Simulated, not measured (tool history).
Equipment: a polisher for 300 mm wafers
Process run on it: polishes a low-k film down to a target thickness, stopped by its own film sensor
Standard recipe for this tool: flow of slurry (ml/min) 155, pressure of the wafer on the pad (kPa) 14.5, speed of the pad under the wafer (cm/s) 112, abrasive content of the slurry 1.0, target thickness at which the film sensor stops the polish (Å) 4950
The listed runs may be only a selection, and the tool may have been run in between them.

run     day  flow of slurry (ml/min)  pressure of the wafer on the pad (kPa)  speed of the pad under the wafer (cm/s)  abrasive content of the slurry  target thickness at which the film sensor stops the polish (Å)  wafers since the last listed run  wafers polished on this pad  hours since the slurry nozzle was cleaned  hours since the head pressure was calibrated  hours since the slurry blender was calibrated  hours since the conditioning disc was replaced  incoming thickness of the incoming film, nm  time until the film sensor stopped the polish (s)
  1   0.000                      155                                    14.5                                      112                             1.0                                                            4800                                 0                         1270                                       50.5                                         290.8                                           45.9                                           102.1                                        569.1                                              155.1
      1.800  -- worn pad replaced by a new one
  2   2.683                      155                                    14.5                                      112                             1.0                                                            4800                               313                          109                                      114.9                                         355.2                                          110.3                                           166.5                                        565.5                                              153.5
      3.962  -- conditioning disc replaced and pad reconditioned
      4.658  -- slurry blender recalibrated
  3   5.508                      155                                    14.5                                      112                             1.0                                                            4800                               331                          441                                      182.7                                         423.0                                           20.4                                            37.1                                        558.0                                              143.8
  4   8.204                      155                                    14.5                                      112                             1.0                                                            4950                               335                          777                                      247.4                                         487.7                                           85.1                                           101.8                                        566.9                                              132.8
  5   9.988                      155                                    14.5                                      112                             1.0                                                            4950                               222                          999                                      290.2                                         530.5                                          127.9                                           144.6                                        562.2                                              131.2
     10.938  -- conditioning disc replaced and pad reconditioned
     11.429  -- slurry blender recalibrated
  6  11.450                      155                                    14.5                                      112                             1.1                                                            4950                               161                         1160                                      325.3                                         565.6                                            0.5                                            12.3                                        553.3                                              107.8
     12.471  -- slurry nozzle cleaned
     12.746  -- worn pad replaced by a new one
  7  13.421                      155                                    14.5                                      112                             1.1                                                            4950                               219                           83                                       22.8                                         612.9                                           47.8                                            59.6                                        553.3                                               99.9
  8  16.229                      155                                    17.9                                      112                             1.0                                                            4950                               349                          433                                       90.2                                         680.3                                          115.2                                           127.0                                        560.1                                              100.8
     17.942  -- conditioning disc replaced and pad reconditioned
  9  19.171                      155                                    14.5                                      112                             1.0                                                            4950                               356                          790                                      160.8                                         750.9                                          185.8                                            29.5                                        561.2                                              125.3
     19.983  -- slurry blender recalibrated
 10  20.642                      100                                    17.9                                       92                             1.0                                                            4950                               172                          963                                      196.1                                         786.2                                           15.8                                            64.8                                        554.5                                              127.1
 11  21.738                      155                                    14.5                                      112                             1.0                                                            4800                               136                         1099                                      222.4                                         812.5                                           42.1                                            91.1                                        562.2                                              157.2
     23.467  -- worn pad replaced by a new one
 12  23.796                      155                                    14.5                                       88                             0.9                                                            4950                               235                           40                                      271.8                                         861.9                                           91.5                                           140.5                                        560.2                                              156.6
     25.458  -- head pressure recalibrated
 13  25.621                      155                                    14.5                                      112                             1.0                                                            4950                               217                          257                                      315.6                                           3.9                                          135.3                                           184.3                                        563.9                                              136.2
     25.979  -- conditioning disc replaced and pad reconditioned
     26.662  -- slurry blender recalibrated
 14  27.917                      155                                    14.5                                      112                             1.0                                                            4950                               265                          523                                      370.7                                          59.0                                           30.1                                            46.5                                        551.2                                              110.5
     29.033  -- slurry nozzle cleaned
 15  30.104                      155                                    14.5                                      140                             1.0                                                            4950                               267                          790                                       25.7                                         111.5                                           82.6                                            99.0                                        562.7                                               97.1
 16  31.521                      155                                    14.5                                      112                             0.9                                                            4950                               176                          967                                       59.7                                         145.5                                          116.6                                           133.0                                        553.1                                              106.8
     33.000  -- conditioning disc replaced and pad reconditioned
     33.304  -- slurry blender recalibrated
     33.971  -- worn pad replaced by a new one
 17  34.642                      100                                    14.5                                      112                             1.0                                                            4950                               347                           83                                      134.6                                         220.4                                           32.1                                            39.4                                        564.3                                              143.9

The next listed run, before its measurement:
 18  37.512                      155                                    14.5                                       96                             1.0                                                            4780                               357                          441                                      203.5                                         289.3                                          101.0                                           108.3                                        566.7                                                  ?

Logged for run 18: time until the film sensor stopped the polish (s) 186.3.
Were there no unlogged condition in the tool, this run, its random variation unchanged, would have produced time until the film sensor stopped the polish (s) 170.0.
